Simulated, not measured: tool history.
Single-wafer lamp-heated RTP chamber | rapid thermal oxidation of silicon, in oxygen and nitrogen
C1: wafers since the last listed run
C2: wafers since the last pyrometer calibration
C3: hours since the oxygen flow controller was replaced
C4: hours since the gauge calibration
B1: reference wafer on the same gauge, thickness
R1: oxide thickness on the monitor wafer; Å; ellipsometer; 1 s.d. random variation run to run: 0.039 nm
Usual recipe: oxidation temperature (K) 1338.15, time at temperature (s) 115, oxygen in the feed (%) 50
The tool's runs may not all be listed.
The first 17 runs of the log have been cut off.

{"run": 18, "hour": 456.9, "oxidation temperature (K)": 1328.15, "time at temperature (s)": 70, "oxygen in the feed (%)": 67, "C1": 330, "C2": 1781, "C3": 156.5, "C4": 56.4, "B1": 7.641, "R1": 80.72}
{"run": 19, "hour": 492.7, "oxidation temperature (K)": 1367.15, "time at temperature (s)": 136, "oxygen in the feed (%)": 75, "C1": 471, "C2": 2253, "C3": 192.3, "C4": 92.2, "B1": 7.646, "R1": 147.61}
{"run": 20, "hour": 513.5, "oxidation temperature (K)": 1338.15, "time at temperature (s)": 164, "oxygen in the feed (%)": 50, "C1": 273, "C2": 2526, "C3": 213.1, "C4": 113.0, "B1": 7.645, "R1": 114.98}
{"run": 21, "hour": 546.0, "oxidation temperature (K)": 1355.15, "time at temperature (s)": 164, "oxygen in the feed (%)": 72, "C1": 427, "C2": 2954, "C3": 245.6, "C4": 145.5, "B1": 7.658, "R1": 145.37}
{"hour": 581.4, "done": "pyrometer window cleaned and pyrometer calibrated"}
{"run": 22, "hour": 581.9, "oxidation temperature (K)": 1309.15, "time at temperature (s)": 147, "oxygen in the feed (%)": 22, "C1": 367, "C2": 6, "C3": 281.5, "C4": 181.4, "B1": 7.651, "R1": 65.07}
{"run": 23, "hour": 598.0, "oxidation temperature (K)": 1354.15, "time at temperature (s)": 69, "oxygen in the feed (%)": 73, "C1": 211, "C2": 218, "C3": 297.6, "C4": 197.5, "B1": 7.647, "R1": 96.95}
{"run": 24, "hour": 615.7, "oxidation temperature (K)": 1338.15, "time at temperature (s)": 115, "oxygen in the feed (%)": 50, "C1": 232, "C2": 451, "C3": 315.3, "C4": 215.2, "B1": 7.644, "R1": 95.88}
{"run": 25, "hour": 641.1, "oxidation temperature (K)": 1338.15, "time at temperature (s)": 115, "oxygen in the feed (%)": 77, "C1": 334, "C2": 785, "C3": 340.7, "C4": 240.6, "B1": 7.656, "R1": 113.72}
{"run": 26, "hour": 744.0, "oxidation temperature (K)": 1323.15, "time at temperature (s)": 97, "oxygen in the feed (%)": 73, "C1": 1354, "C2": 2139, "C3": 443.6, "C4": 343.5, "B1": 7.644, "R1": 93.39}
{"run": 27, "hour": 771.3, "oxidation temperature (K)": 1338.15, "time at temperature (s)": 115, "oxygen in the feed (%)": 50, "C1": 359, "C2": 2499, "C3": 470.9, "C4": 370.8, "B1": 7.65, "R1": 97.01}
{"run": 28, "hour": 805.0, "oxidation temperature (K)": 1338.15, "time at temperature (s)": 166, "oxygen in the feed (%)": 25, "C1": 443, "C2": 2942, "C3": 504.6, "C4": 404.5, "B1": 7.651, "R1": 89.17}
{"run": 29, "hour": 823.8, "oxidation temperature (K)": 1338.15, "time at temperature (s)": 115, "oxygen in the feed (%)": 25, "C1": 247, "C2": 3190, "C3": 523.4, "C4": 423.3, "B1": 7.646, "R1": 75.89}
{"hour": 832.8, "done": "pyrometer window cleaned and pyrometer calibrated"}
{"run": 30, "hour": 850.8, "oxidation temperature (K)": 1338.15, "time at temperature (s)": 84, "oxygen in the feed (%)": 50, "C1": 250, "C2": 236, "C3": 550.4, "C4": 450.3, "B1": 7.648, "R1": 83.28}
{"run": 31, "hour": 872.0, "oxidation temperature (K)": 1352.15, "time at temperature (s)": 64, "oxygen in the feed (%)": 29, "C1": 279, "C2": 515, "C3": 571.6, "C4": 471.5, "B1": 7.643, "R1": 66.57}
{"run": 32, "hour": 907.0, "oxidation temperature (K)": 1338.15, "time at temperature (s)": 115, "oxygen in the feed (%)": 50, "C1": 460, "C2": 976, "C3": 606.6, "C4": 506.5, "B1": 7.65, "R1": 97.04}
{"run": 33, "hour": 940.1, "oxidation temperature (K)": 1323.15, "time at temperature (s)": 95, "oxygen in the feed (%)": 65, "C1": 435, "C2": 1411, "C3": 639.7, "C4": 539.6, "B1": 7.654, "R1": 88.0}
{"run": 34, "hour": 969.6, "oxidation temperature (K)": 1309.15, "time at temperature (s)": 171, "oxygen in the feed (%)": 32, "C1": 388, "C2": 1800, "C3": 669.2, "C4": 569.1, "B1": 7.649, "R1": 81.76}
{"run": 35, "hour": 982.6, "oxidation temperature (K)": 1338.15, "time at temperature (s)": 65, "oxygen in the feed (%)": 62, "C1": 171, "C2": 1971, "C3": 682.2, "C4": 582.1, "B1": 7.654, "R1": 81.0}
{"run": 36, "hour": 1017.9, "oxidation temperature (K)": 1364.15, "time at temperature (s)": 115, "oxygen in the feed (%)": 25, "C1": 464, "C2": 2435, "C3": 717.5, "C4": 617.4, "B1": 7.658, "R1": 89.77}
{"run": 37, "hour": 1040.5, "oxidation temperature (K)": 1338.15, "time at temperature (s)": 133, "oxygen in the feed (%)": 50, "C1": 297, "C2": 2733, "C3": 740.1, "C4": 640.0, "B1": 7.644, "R1": 104.04}
{"run": 38, "hour": 1055.3, "oxidation temperature (K)": 1356.15, "time at temperature (s)": 115, "oxygen in the feed (%)": 50, "C1": 194, "C2": 2928, "C3": 754.9, "C4": 654.8, "B1": 7.647, "R1": 109.01}

Consider 4 possible next runs. They are alternatives, not a sequence: every one starts from the tool as it was left by run 38. What does each give?
{"run": "A", "hour": 1055.7, "oxidation temperature (K)": 1338.15, "time at temperature (s)": 115, "oxygen in the feed (%)": 39, "C1": 5, "C2": 2933, "C3": 755.3, "C4": 655.2, "B1": "?", "R1": "?"}
{"run": "B", "hour": 1055.7, "oxidation temperature (K)": 1366.15, "time at temperature (s)": 115, "oxygen in the feed (%)": 32, "C1": 5, "C2": 2933, "C3": 755.3, "C4": 655.2, "B1": "?", "R1": "?"}
{"run": "C", "hour": 1055.7, "oxidation temperature (K)": 1321.15, "time at temperature (s)": 144, "oxygen in the feed (%)": 37, "C1": 5, "C2": 2933, "C3": 755.3, "C4": 655.2, "B1": "?", "R1": "?"}
{"run": "D", "hour": 1055.7, "oxidation temperature (K)": 1322.15, "time at temperature (s)": 115, "oxygen in the feed (%)": 50, "C1": 5, "C2": 2933, "C3": 755.3, "C4": 655.2, "B1": "?", "R1": "?"}

run=A B1=7.649 R1=88.96
run=B B1=7.649 R1=99.36
run=C B1=7.649 R1=86.26
run=D B1=7.649 R1=87.32
Stripped of hidden state, with their random variation kept, the same runs would have yielded:
run=A R1=87.10
run=B R1=97.38
run=C R1=84.41
run=D R1=85.45

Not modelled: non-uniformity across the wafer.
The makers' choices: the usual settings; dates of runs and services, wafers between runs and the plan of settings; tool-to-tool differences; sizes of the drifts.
